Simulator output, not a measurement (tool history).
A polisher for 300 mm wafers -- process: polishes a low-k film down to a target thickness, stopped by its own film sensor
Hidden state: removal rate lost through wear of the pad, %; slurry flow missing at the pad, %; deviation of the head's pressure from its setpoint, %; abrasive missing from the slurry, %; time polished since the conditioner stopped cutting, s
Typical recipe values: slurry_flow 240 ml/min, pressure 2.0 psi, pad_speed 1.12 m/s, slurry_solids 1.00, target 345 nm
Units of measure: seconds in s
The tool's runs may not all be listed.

| run | hour | slurry_flow | pressure | pad_speed | slurry_solids | target | wafers since the last listed run | wafers polished on this pad | hours since the slurry nozzle was cleaned | hours since the head pressure was calibrated | hours since the slurry blender was calibrated | hours since the conditioning disc was replaced | incoming thickness of the incoming film, nm | seconds |
|---|---|---|---|---|---|---|---|---|---|---|---|---|---|---|
| 1 | 0.0 | 215 | 2.0 | 1.12 | 1.00 | 345 | 0 | 2521 | 203.5 | 376.7 | 43.7 | 511.8 | 411.6 | 131.0 |
|  | 47.2 | conditioning disc replaced and pad reconditioned |
| 2 | 68.9 | 215 | 2.0 | 1.12 | 1.00 | 345 | 491 | 3012 | 272.4 | 445.6 | 112.6 | 21.7 | 405.7 | 118.1 |
|  | 110.2 | head pressure recalibrated |
|  | 200.0 | worn pad replaced by a new one |
| 3 | 221.3 | 205 | 2.0 | 1.12 | 1.00 | 336 | 1074 | 156 | 424.8 | 111.1 | 265.0 | 174.1 | 409.6 | 145.7 |
| 4 | 250.0 | 240 | 2.0 | 1.12 | 1.15 | 345 | 210 | 367 | 453.5 | 139.8 | 293.7 | 202.8 | 409.4 | 117.6 |
| 5 | 302.5 | 240 | 2.0 | 1.12 | 1.00 | 345 | 385 | 752 | 506.0 | 192.3 | 346.2 | 255.3 | 405.5 | 122.9 |
| 6 | 333.7 | 180 | 2.0 | 1.34 | 1.00 | 345 | 229 | 981 | 537.2 | 223.5 | 377.4 | 286.5 | 402.1 | 111.6 |
|  | 385.3 | slurry blender recalibrated |
|  | 413.7 | slurry nozzle cleaned |
| 7 | 422.0 | 175 | 2.0 | 1.38 | 1.00 | 345 | 626 | 1607 | 8.3 | 311.8 | 36.7 | 374.8 | 407.9 | 115.6 |
| 8 | 493.8 | 240 | 2.0 | 1.12 | 1.00 | 345 | 527 | 2134 | 80.1 | 383.6 | 108.5 | 446.6 | 408.9 | 121.0 |
| 9 | 529.6 | 170 | 2.0 | 1.12 | 1.00 | 345 | 262 | 2397 | 115.9 | 419.4 | 144.3 | 482.4 | 415.0 | 141.3 |
|  | 562.3 | conditioning disc replaced and pad reconditioned |
| 10 | 595.5 | 240 | 2.0 | 0.98 | 0.90 | 345 | 469 | 2866 | 181.8 | 485.3 | 210.2 | 33.2 | 408.0 | 136.3 |
| 11 | 635.0 | 275 | 2.0 | 0.76 | 0.85 | 368 | 289 | 3156 | 221.3 | 524.8 | 249.7 | 72.7 | 407.2 | 98.8 |
|  | 660.0 | head pressure recalibrated |
| 12 | 682.4 | 240 | 2.4 | 1.12 | 1.00 | 345 | 333 | 3489 | 268.7 | 22.4 | 297.1 | 120.1 | 403.6 | 98.4 |
|  | 714.9 | worn pad replaced by a new one |
| 13 | 722.3 | 240 | 2.2 | 1.12 | 0.80 | 326 | 263 | 54 | 308.6 | 62.3 | 337.0 | 160.0 | 412.5 | 182.6 |
| 14 | 765.3 | 240 | 2.0 | 0.98 | 1.00 | 345 | 315 | 370 | 351.6 | 105.3 | 380.0 | 203.0 | 411.2 | 143.7 |

Predict the results of run 15:
| 15 | 807.4 | 240 | 2.0 | 1.12 | 1.00 | 345 | 309 | 679 | 393.7 | 147.4 | 422.1 | 245.1 | 410.4 | ? |

seconds: 133.7 s
Were there no unlogged condition in the tool, this run, its random variation unchanged, would have produced seconds 125.4 s.
